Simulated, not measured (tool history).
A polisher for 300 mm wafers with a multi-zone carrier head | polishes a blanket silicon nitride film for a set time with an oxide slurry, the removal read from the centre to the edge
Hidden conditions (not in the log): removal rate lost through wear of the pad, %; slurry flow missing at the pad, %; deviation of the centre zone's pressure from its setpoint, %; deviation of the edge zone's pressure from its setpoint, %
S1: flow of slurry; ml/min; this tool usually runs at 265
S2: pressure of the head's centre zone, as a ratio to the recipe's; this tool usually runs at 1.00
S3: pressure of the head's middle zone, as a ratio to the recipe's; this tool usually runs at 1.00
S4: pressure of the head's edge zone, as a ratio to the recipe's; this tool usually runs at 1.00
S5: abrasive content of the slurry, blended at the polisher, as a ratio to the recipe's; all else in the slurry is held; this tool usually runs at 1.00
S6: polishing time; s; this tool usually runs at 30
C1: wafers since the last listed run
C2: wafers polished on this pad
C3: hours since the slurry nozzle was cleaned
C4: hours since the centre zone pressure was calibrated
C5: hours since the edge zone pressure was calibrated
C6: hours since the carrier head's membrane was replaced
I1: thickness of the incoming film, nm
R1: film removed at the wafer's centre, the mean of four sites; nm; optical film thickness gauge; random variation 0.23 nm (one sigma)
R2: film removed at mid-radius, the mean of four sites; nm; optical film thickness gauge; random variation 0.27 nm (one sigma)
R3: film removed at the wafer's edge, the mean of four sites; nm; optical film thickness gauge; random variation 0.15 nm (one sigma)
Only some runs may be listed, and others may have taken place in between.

run	hour	S1	S2	S3	S4	S5	S6	C1	C2	C3	C4	C5	C6	I1	R1	R2	R3
1	0.0	265	0.92	1.06	1.00	1.00	30	0	1248	194.8	164.6	49.7	1096.2	259.8	21.9	23.6	22.8
2	78.0	265	1.00	1.00	1.00	1.00	30	931	2180	272.8	242.6	127.7	1174.2	263.2	22.9	22.4	22.9
# hour 139.8: worn pad replaced by a new one
3	172.1	265	1.00	1.00	1.00	1.00	30	1075	385	366.9	336.7	221.8	1268.3	260.7	22.8	21.9	22.7
# hour 177.9: slurry nozzle cleaned
# hour 212.5: centre zone pressure recalibrated
4	267.8	265	1.09	1.00	1.00	1.00	30	1106	1492	89.9	55.3	317.5	1364.0	258.6	25.2	23.5	23.2
5	338.8	315	1.00	1.00	1.00	1.00	30	847	2340	160.9	126.3	388.5	1435.0	260.3	23.8	23.3	23.6
6	377.3	265	1.00	1.00	1.09	1.00	22	459	2799	199.4	164.8	427.0	1473.5	255.5	17.2	16.6	17.7
# hour 383.2: edge zone pressure recalibrated
# hour 423.3: worn pad replaced by a new one
7	460.2	310	0.96	1.00	1.00	1.00	30	918	439	282.3	247.7	77.0	1556.4	256.0	22.4	22.9	23.1
# hour 474.8: slurry nozzle cleaned
8	507.3	310	0.96	1.00	1.00	1.00	30	550	990	32.5	294.8	124.1	1603.5	262.3	23.6	23.4	23.9
9	551.8	265	1.00	1.00	1.00	1.00	30	531	1521	77.0	339.3	168.6	1648.0	261.7	23.9	23.0	23.3
10	601.8	350	1.00	1.00	1.05	1.00	30	596	2118	127.0	389.3	218.6	1698.0	262.6	24.1	23.8	24.2
# hour 635.1: centre zone pressure recalibrated
# hour 667.5: carrier head's membrane replaced by a new one
# hour 688.3: worn pad replaced by a new one
11	701.1	175	1.05	1.00	1.08	1.00	30	1054	152	226.3	66.0	317.9	33.6	260.8	23.3	21.3	23.2
12	766.8	265	1.00	1.00	1.00	1.25	26	784	936	292.0	131.7	383.6	99.3	255.2	22.3	21.9	22.0
# hour 798.4: slurry nozzle cleaned
13	871.1	265	1.00	1.00	1.00	1.00	30	1233	2170	72.7	236.0	487.9	203.6	259.1	23.3	22.7	23.2
# hour 893.2: edge zone pressure recalibrated
# hour 903.6: worn pad replaced by a new one
14	957.7	265	0.90	0.94	1.00	1.00	30	962	646	159.3	322.6	64.5	290.2	257.0	21.6	21.5	23.2
# hour 1001.5: centre zone pressure recalibrated
15	1052.7	265	1.00	0.92	1.00	0.75	36	1110	1756	254.3	51.2	159.5	385.2	265.6	23.3	21.1	23.1
# hour 1099.5: slurry nozzle cleaned
16	1130.7	265	1.00	1.00	1.00	1.20	30	919	2675	31.2	129.2	237.5	463.2	263.2	26.1	25.3	25.7
# hour 1139.8: worn pad replaced by a new one
17	1207.4	175	1.05	1.00	1.08	1.00	30	867	807	107.9	205.9	314.2	539.9	258.1	23.3	21.9	23.5

Run 18 has not been measured yet. What should we expect?
18	1263.6	265	1.00	1.00	1.00	1.00	30	670	1478	164.1	262.1	370.4	596.1	262.0	?	?	?

Logged for run 18: R1 23.0 nm, R2 22.9 nm, R3 23.2 nm.
If the tool had no hidden condition, the same run with the same run-to-run variation would have returned R1 23.4 nm, R2 23.3 nm, R3 23.5 nm.

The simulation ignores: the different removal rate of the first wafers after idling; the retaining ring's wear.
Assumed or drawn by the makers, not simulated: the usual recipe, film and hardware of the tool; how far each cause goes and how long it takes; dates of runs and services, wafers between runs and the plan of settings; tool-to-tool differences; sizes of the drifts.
